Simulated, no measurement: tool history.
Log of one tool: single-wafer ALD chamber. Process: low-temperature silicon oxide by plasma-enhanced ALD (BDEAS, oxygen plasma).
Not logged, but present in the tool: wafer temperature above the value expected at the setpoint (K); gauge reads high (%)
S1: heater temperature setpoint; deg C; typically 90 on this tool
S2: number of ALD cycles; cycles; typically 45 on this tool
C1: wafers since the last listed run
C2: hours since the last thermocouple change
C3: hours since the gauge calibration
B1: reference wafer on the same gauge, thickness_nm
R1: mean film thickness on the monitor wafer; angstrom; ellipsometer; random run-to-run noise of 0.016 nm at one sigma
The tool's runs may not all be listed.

run 1 hour=0.0 | S1=90 S2=40 | C1=0 C2=574.1 C3=534.4 | B1=5.676 | R1=59.80
run 2 hour=75.2 | S1=90 S2=45 | C1=411 C2=649.3 C3=609.6 | B1=5.667 | R1=66.93
run 3 hour=127.8 | S1=90 S2=45 | C1=287 C2=701.9 C3=662.2 | B1=5.665 | R1=66.94
run 4 hour=221.4 | S1=90 S2=45 | C1=511 C2=795.5 C3=755.8 | B1=5.658 | R1=66.93
run 5 hour=288.0 | S1=90 S2=45 | C1=364 C2=862.1 C3=822.4 | B1=5.641 | R1=66.68
run 6 hour=360.1 | S1=90 S2=45 | C1=394 C2=934.2 C3=894.5 | B1=5.645 | R1=66.72
-- hour=411.4 thermocouple changed; heater temperature recalibrated
run 7 hour=411.9 | S1=90 S2=45 | C1=239 C2=0.5 C3=946.3 | B1=5.634 | R1=67.04
run 8 hour=510.9 | S1=90 S2=45 | C1=541 C2=99.5 C3=1045.3 | B1=5.623 | R1=66.55
-- hour=548.0 gauge calibrated
run 9 hour=593.9 | S1=90 S2=39 | C1=453 C2=182.5 C3=45.9 | B1=5.753 | R1=59.00
run 10 hour=659.8 | S1=90 S2=39 | C1=360 C2=248.4 C3=111.8 | B1=5.750 | R1=59.10
run 11 hour=748.8 | S1=90 S2=39 | C1=486 C2=337.4 C3=200.8 | B1=5.733 | R1=58.79
run 12 hour=855.4 | S1=90 S2=36 | C1=583 C2=444.0 C3=307.4 | B1=5.716 | R1=54.32
run 13 hour=907.6 | S1=96 S2=45 | C1=285 C2=496.2 C3=359.6 | B1=5.720 | R1=66.55
run 14 hour=952.0 | S1=81 S2=51 | C1=242 C2=540.6 C3=404.0 | B1=5.711 | R1=79.00
run 15 hour=1051.3 | S1=84 S2=50 | C1=543 C2=639.9 C3=503.3 | B1=5.690 | R1=76.53
run 16 hour=1157.2 | S1=90 S2=45 | C1=579 C2=745.8 C3=609.2 | B1=5.690 | R1=67.48
run 17 hour=1262.4 | S1=96 S2=37 | C1=575 C2=851.0 C3=714.4 | B1=5.671 | R1=54.32
-- hour=1299.0 thermocouple changed; heater temperature recalibrated
run 18 hour=1315.8 | S1=90 S2=45 | C1=248 C2=16.8 C3=767.8 | B1=5.665 | R1=67.31
run 19 hour=1387.0 | S1=90 S2=43 | C1=389 C2=88.0 C3=839.0 | B1=5.660 | R1=64.45
run 20 hour=1464.4 | S1=103 S2=45 | C1=423 C2=165.4 C3=916.4 | B1=5.655 | R1=64.66
run 21 hour=1528.0 | S1=78 S2=49 | C1=347 C2=229.0 C3=980.0 | B1=5.643 | R1=75.65
run 22 hour=1628.6 | S1=101 S2=53 | C1=550 C2=329.6 C3=1080.6 | B1=5.635 | R1=76.23
run 23 hour=1686.7 | S1=96 S2=37 | C1=317 C2=387.7 C3=1138.7 | B1=5.624 | R1=53.80

Forecast each of these 5 alternatives for the next run:
run A hour=1687.2 | S1=90 S2=51 | C1=2 C2=388.2 C3=1139.2 | B1=? | R1=?
run B hour=1687.2 | S1=76 S2=52 | C1=2 C2=388.2 C3=1139.2 | B1=? | R1=?
run C hour=1687.2 | S1=90 S2=54 | C1=2 C2=388.2 C3=1139.2 | B1=? | R1=?
run D hour=1687.2 | S1=80 S2=39 | C1=2 C2=388.2 C3=1139.2 | B1=? | R1=?
run E hour=1687.2 | S1=94 S2=42 | C1=2 C2=388.2 C3=1139.2 | B1=? | R1=?

run=A B1=5.622 R1=75.54
run=B B1=5.622 R1=80.32
run=C B1=5.622 R1=79.98
run=D B1=5.622 R1=59.53
run=E B1=5.622 R1=61.44
With the hidden condition removed and each run's random variation left untouched, the same runs would have given:
run=A R1=77.36
run=B R1=82.27
run=C R1=81.92
run=D R1=60.97
run=E R1=62.93
